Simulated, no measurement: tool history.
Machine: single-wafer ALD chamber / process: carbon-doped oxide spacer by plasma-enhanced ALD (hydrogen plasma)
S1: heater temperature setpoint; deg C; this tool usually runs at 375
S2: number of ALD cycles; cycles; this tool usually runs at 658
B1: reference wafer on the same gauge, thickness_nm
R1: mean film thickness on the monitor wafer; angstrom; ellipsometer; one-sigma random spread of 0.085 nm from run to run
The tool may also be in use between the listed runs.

run 1 hour=0 | S1=375 S2=631 | B1=32.897 | R1=327.47
run 2 hour=13.1 | S1=375 S2=658 | B1=32.88 | R1=341.97
run 3 hour=23.4 | S1=375 S2=658 | B1=32.894 | R1=341.92
run 4 hour=30.7 | S1=375 S2=658 | B1=32.918 | R1=340.91
run 5 hour=43.6 | S1=375 S2=658 | B1=32.908 | R1=343.84
run 6 hour=57.8 | S1=375 S2=658 | B1=32.965 | R1=343.39
run 7 hour=72.2 | S1=375 S2=658 | B1=32.968 | R1=343.66
run 8 hour=85.6 | S1=375 S2=693 | B1=33.034 | R1=361.36
-- hour=104.3 thermocouple changed; heater temperature recalibrated
run 9 hour=104.8 | S1=375 S2=693 | B1=33.057 | R1=362.48
run 10 hour=113 | S1=375 S2=658 | B1=33.05 | R1=343.59
-- hour=119.2 gauge calibrated
run 11 hour=151.1 | S1=375 S2=658 | B1=32.791 | R1=340.67
run 12 hour=159.1 | S1=370 S2=658 | B1=32.794 | R1=341.25
run 13 hour=168.3 | S1=375 S2=658 | B1=32.771 | R1=341.92
run 14 hour=178.7 | S1=362 S2=779 | B1=32.805 | R1=403.42
run 15 hour=188.8 | S1=375 S2=658 | B1=32.825 | R1=341.42
run 16 hour=198 | S1=386 S2=710 | B1=32.787 | R1=368.75
run 17 hour=214.2 | S1=375 S2=658 | B1=32.819 | R1=341.54
run 18 hour=231.1 | S1=387 S2=565 | B1=32.866 | R1=292.51
run 19 hour=243.1 | S1=375 S2=612 | B1=32.856 | R1=317.68
run 20 hour=255.4 | S1=384 S2=700 | B1=32.897 | R1=363.21

Branching from run 20: 3 alternative next runs. What would each branch give?
run A hour=256.8 | S1=375 S2=723 | B1=? | R1=?
run B hour=256.8 | S1=382 S2=658 | B1=? | R1=?
run C hour=256.8 | S1=368 S2=658 | B1=? | R1=?

run=A B1=32.865 R1=375.05
run=B B1=32.865 R1=341.33
run=C B1=32.865 R1=341.33
Had the tool no hidden state, the same runs would have come out as:
run=A R1=374.13
run=B R1=340.49
run=C R1=340.49

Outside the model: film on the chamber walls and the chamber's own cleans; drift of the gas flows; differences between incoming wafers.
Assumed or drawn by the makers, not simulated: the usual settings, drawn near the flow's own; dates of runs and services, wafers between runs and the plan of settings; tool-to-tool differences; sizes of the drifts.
